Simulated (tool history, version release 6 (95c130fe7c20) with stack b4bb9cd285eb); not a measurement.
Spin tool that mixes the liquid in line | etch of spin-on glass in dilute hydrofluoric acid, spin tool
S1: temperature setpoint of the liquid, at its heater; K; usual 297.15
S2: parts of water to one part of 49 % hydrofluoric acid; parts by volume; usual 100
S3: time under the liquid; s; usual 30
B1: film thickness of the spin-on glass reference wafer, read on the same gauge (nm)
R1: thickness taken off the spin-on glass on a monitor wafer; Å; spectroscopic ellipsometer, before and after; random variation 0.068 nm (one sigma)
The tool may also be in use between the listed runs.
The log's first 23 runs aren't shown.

Run 24, day 86.162: usual settings but S2 60 parts by volume, S3 20 s; B1 140.04. Result: R1 145.5 Å.
At day 86.938: thermometer replaced.
At day 88.521: gauge calibrated.
Run 25, day 89.567: usual settings but S1 302.15 K, S2 125 parts by volume, S3 15 s; B1 140.03. Result: R1 58.4 Å.
Run 26, day 92.283: usual settings but S1 292.65 K, S2 70 parts by volume, S3 40 s; B1 140. Result: R1 206.3 Å.
Run 27, day 96.762: usual settings; B1 140. Result: R1 125.3 Å.
Run 28, day 100.646: usual settings but S1 292.15 K, S3 45 s; B1 140. Result: R1 151.4 Å.
Run 29, day 103.642: usual settings; B1 139.96. Result: R1 126 Å.
Run 30, day 106.217: usual settings but S2 140 parts by volume, S3 50 s; B1 139.98. Result: R1 144.1 Å.
At day 107.421: hydrofluoric acid flow meter replaced.
Run 31, day 110.275: usual settings; B1 140.01. Result: R1 121.5 Å.
Run 32, day 111.908: usual settings but S2 120 parts by volume, S3 15 s; B1 139.99. Result: R1 49.7 Å.
Run 33, day 114.583: usual settings; B1 139.97. Result: R1 122.1 Å.
Run 34, day 118.621: usual settings but S1 298.65 K, S2 145 parts by volume, S3 50 s; B1 140.02. Result: R1 143 Å.

4 ways to go on from here, each from the tool as it stands after run 34. What would each give?
Run A, day 118.638: usual settings; B1 ?. Result: R1 ?.
Run B, day 118.638: usual settings but S1 293.65 K, S2 70 parts by volume; B1 ?. Result: R1 ?.
Run C, day 118.638: usual settings but S1 299.65 K, S2 60 parts by volume, S3 15 s; B1 ?. Result: R1 ?.
Run D, day 118.638: usual settings but S1 293.65 K, S3 35 s; B1 ?. Result: R1 ?.

run   B1     R1
  A  140  124.1
  B  140  159.4
  C  140  120.3
  D  140  125.8
Without the tool's hidden state the same runs would have given:
run     R1
  A  122.5
  B  157.4
  C  118.8
  D  124.1

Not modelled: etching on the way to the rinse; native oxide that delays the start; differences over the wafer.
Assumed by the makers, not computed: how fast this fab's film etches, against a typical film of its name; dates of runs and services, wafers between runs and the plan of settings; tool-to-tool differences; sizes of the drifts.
